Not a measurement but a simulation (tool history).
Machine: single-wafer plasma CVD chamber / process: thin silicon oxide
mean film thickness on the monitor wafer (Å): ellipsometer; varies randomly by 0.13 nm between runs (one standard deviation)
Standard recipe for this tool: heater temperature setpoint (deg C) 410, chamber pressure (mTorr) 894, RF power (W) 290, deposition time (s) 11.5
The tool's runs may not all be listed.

run     day  heater temperature setpoint (deg C)  chamber pressure (mTorr)  RF power (W)  deposition time (s)  read-back reference wafer on the same gauge, thickness_nm  mean film thickness on the monitor wafer (Å)
  1   0.000                                  410                       894           290                 11.5                                                     25.206                                        225.70
  2   3.633                                  410                       894           290                 11.5                                                     25.180                                        225.12
  3   5.408                                  410                       894           290                 11.5                                                     25.235                                        225.77
  4  13.504                                  410                       894           290                 11.5                                                     25.199                                        229.04
  5  16.988                                  410                       894           290                 11.5                                                     25.263                                        230.51
  6  20.679                                  422                       894           290                 11.5                                                     25.203                                        227.70
     24.862  -- capacitance manometer re-zeroed and calibrated
  7  24.971                                  422                       894           290                 11.5                                                     25.233                                        213.02
  8  33.175                                  410                       894           290                 11.5                                                     25.209                                        215.04
     34.612  -- RF generator calibrated
  9  35.096                                  410                       894           265                 10.8                                                     25.137                                        203.15
 10  38.888                                  396                       894           290                 10.5                                                     25.268                                        209.19
 11  42.912                                  422                      1022           290                  9.4                                                     25.217                                        203.60
     46.254  -- showerhead replaced
 12  46.275                                  418                       779           340                 13.4                                                     25.232                                        242.08
     46.475  -- gauge calibrated
     48.492  -- thermocouple changed; heater temperature recalibrated
 13  48.929                                  410                       894           290                 10.8                                                     25.235                                        209.53
 14  51.400                                  399                       702           250                 12.9                                                     25.238                                        177.92
 15  53.388                                  405                       894           290                 12.2                                                     25.173                                        237.37
 16  57.350                                  399                       702           250                 12.9                                                     25.231                                        178.67
 17  61.746                                  405                       894           290                 12.2                                                     25.216                                        235.93

3 options for the next run, each taken on its own from the tool as it stands now. Forecast them:
  A  61.762                                  410                       704           290                 11.5                                                          ?                                             ?
  B  61.762                                  417                       998           290                 13.0                                                          ?                                             ?
  C  61.762                                  410                       968           275                 11.5                                                          ?                                             ?

run  read-back reference wafer on the same gauge, thickness_nm  mean film thickness on the monitor wafer (Å)
  A                                                     25.251                                        170.38
  B                                                     25.251                                        274.83
  C                                                     25.251                                        232.65
Without the tool's hidden state the same runs would have given:
run  mean film thickness on the monitor wafer (Å)
  A                                        173.73
  B                                        281.58
  C                                        238.63
